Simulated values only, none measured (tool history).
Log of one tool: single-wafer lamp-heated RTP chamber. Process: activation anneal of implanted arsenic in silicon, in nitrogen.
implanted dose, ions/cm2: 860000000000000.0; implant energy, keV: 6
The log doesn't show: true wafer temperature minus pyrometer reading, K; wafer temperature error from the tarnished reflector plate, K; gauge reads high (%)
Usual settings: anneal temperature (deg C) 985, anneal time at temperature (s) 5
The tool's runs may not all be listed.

run    hour  anneal temperature (deg C)  anneal time at temperature (s)  wafers since the last listed run  wafers since the last pyrometer calibration  wafers since the reflector plate was cleaned  hours since the gauge calibration  read-back reference wafer on the same gauge, sheet resistance  sheet resistance of the implanted and annealed layer (ohm/square)
  1       0                         985                               5                                 0                                         7211                                          7211                             2311.9                                                         203.02                                                             221.43
  2    54.9                         970                               5                              1315                                         8526                                          8526                             2366.8                                                         203.09                                                             234.82
  3      95                         970                               5                               960                                         9487                                          9487                             2406.9                                                         203.17                                                             234.64
  4   158.4                         985                               5                              1518                                        11005                                         11005                             2470.3                                                         202.95                                                             220.57
  5   208.4                         985                               5                              1197                                        12203                                         12203                             2520.3                                                         203.01                                                             220.62
  6   263.9                         985                               5                              1329                                        13532                                         13532                             2575.8                                                         203.01                                                             219.89
  7   307.9                         985                               5                              1053                                        14586                                         14586                             2619.8                                                         202.71                                                             219.64
  8   354.1                         996                               7                              1106                                        15693                                         15693                               2666                                                          202.8                                                             200.73
      393.5  -- reflector plate cleaned
  9   409.6                         996                               7                              1137                                        16831                                           386                             2721.5                                                         203.11                                                             199.62
      490.1  -- pyrometer window cleaned and pyrometer calibrated
 10   502.5                         985                               5                              2033                                          297                                          2420                             2814.4                                                         203.06                                                             222.97
 11     585                         985                               5                              1976                                         2273                                          4396                             2896.9                                                         202.98                                                             224.46
 12   665.3                         985                               8                              1923                                         4196                                          6320                             2977.2                                                         202.82                                                             211.21
      673.5  -- gauge calibrated
 13   710.4                         985                               3                              1080                                         5277                                          7400                               36.9                                                         203.04                                                             238.04
 14   756.7                        1011                               4                              1109                                         6386                                          8509                               83.2                                                         202.67                                                              206.6
 15   861.1                        1005                               3                              2500                                         8887                                         11010                              187.6                                                         203.19                                                             219.87
 16   922.8                         985                               5                              1477                                        10365                                         12488                              249.3                                                         203.37                                                              222.2
 17  1016.5                         985                               5                              2244                                        12609                                         14733                                343                                                         202.79                                                             221.28
 18  1061.5                        1009                               7                              1077                                        13687                                         15811                                388                                                         202.94                                                             191.65
     1149.8  -- reflector plate cleaned
     1278.8  -- pyrometer window cleaned and pyrometer calibrated
 19    1385                         975                               3                              7365                                         2544                                          5443                              711.5                                                         203.14                                                             243.07
 20    1482                         975                               5                              2323                                         4868                                          7767                              808.5                                                            203                                                             232.85
 21  1539.6                         995                               6                              1379                                         6247                                          9146                              866.1                                                          203.1                                                             209.63
 22  1616.8                        1011                               8                              1849                                         8097                                         10996                              943.3                                                         202.93                                                              187.5
 23  1706.7                         994                               5                              2153                                        10250                                         13149                             1033.2                                                         203.08                                                             214.25
     1742.3  -- reflector plate cleaned
 24  1798.5                         997                               7                              2007                                        12258                                          1346                               1125                                                         203.01                                                             203.11
 25  1860.3                         985                               5                              1480                                        13738                                          2826                             1186.8                                                         202.95                                                             221.06
 26  1953.6                         985                               5                              2234                                        15973                                          5061                             1280.1                                                         203.09                                                             219.15
     1984.6  -- pyrometer window cleaned and pyrometer calibrated
 27  2054.7                         970                               5                              2230                                         1678                                          7291                             1381.2                                                         203.14                                                              237.8
 28  2096.1                         985                               5                               991                                         2669                                          8283                             1422.6                                                          203.2                                                             223.31
 29  2136.5                        1000                               4                               967                                         3637                                          9251                               1463                                                         202.97                                                                217
 30  2172.9                         997                               5                               871                                         4509                                         10123                             1499.4                                                         203.15                                                             212.83
 31    2226                         985                               5                              1271                                         5781                                         11395                             1552.5                                                         203.15                                                             222.73
 32    2331                         959                               3                              2515                                         8296                                         13910                             1657.5                                                         203.11                                                             257.64
     2403.2  -- reflector plate cleaned
 33  2404.7                         985                               5                              1573                                         9870                                            36                             1731.2                                                         202.77                                                             222.41
 34  2496.9                         985                               5                              2208                                        12079                                          2245                             1823.4                                                         202.81                                                             222.77
 35  2535.4                         995                               5                               922                                        13001                                          3167                             1861.9                                                         203.06                                                             213.69
 36  2587.8                         985                               5                              1255                                        14256                                          4422                             1914.3                                                         202.88                                                             221.47

4 ways to go on from here, each from the tool as it stands after run 36. What would each give?
  A  2588.2                         985                               6                                 9                                        14266                                          4432                             1914.7                                                              ?                                                                  ?
  B  2588.2                         985                               7                                 9                                        14266                                          4432                             1914.7                                                              ?                                                                  ?
  C  2588.2                        1010                               3                                 9                                        14266                                          4432                             1914.7                                                              ?                                                                  ?
  D  2588.2                         970                               3                                 9                                        14266                                          4432                             1914.7                                                              ?                                                                  ?

run  read-back reference wafer on the same gauge, sheet resistance  sheet resistance of the implanted and annealed layer (ohm/square)
  A                                                         203.24                                                             216.58
  B                                                         203.24                                                             212.33
  C                                                         203.24                                                             215.13
  D                                                         203.24                                                             246.84
Without the tool's hidden state the same runs would have given:
run  sheet resistance of the implanted and annealed layer (ohm/square)
  A                                                             219.94
  B                                                             215.71
  C                                                             217.93
  D                                                             249.92

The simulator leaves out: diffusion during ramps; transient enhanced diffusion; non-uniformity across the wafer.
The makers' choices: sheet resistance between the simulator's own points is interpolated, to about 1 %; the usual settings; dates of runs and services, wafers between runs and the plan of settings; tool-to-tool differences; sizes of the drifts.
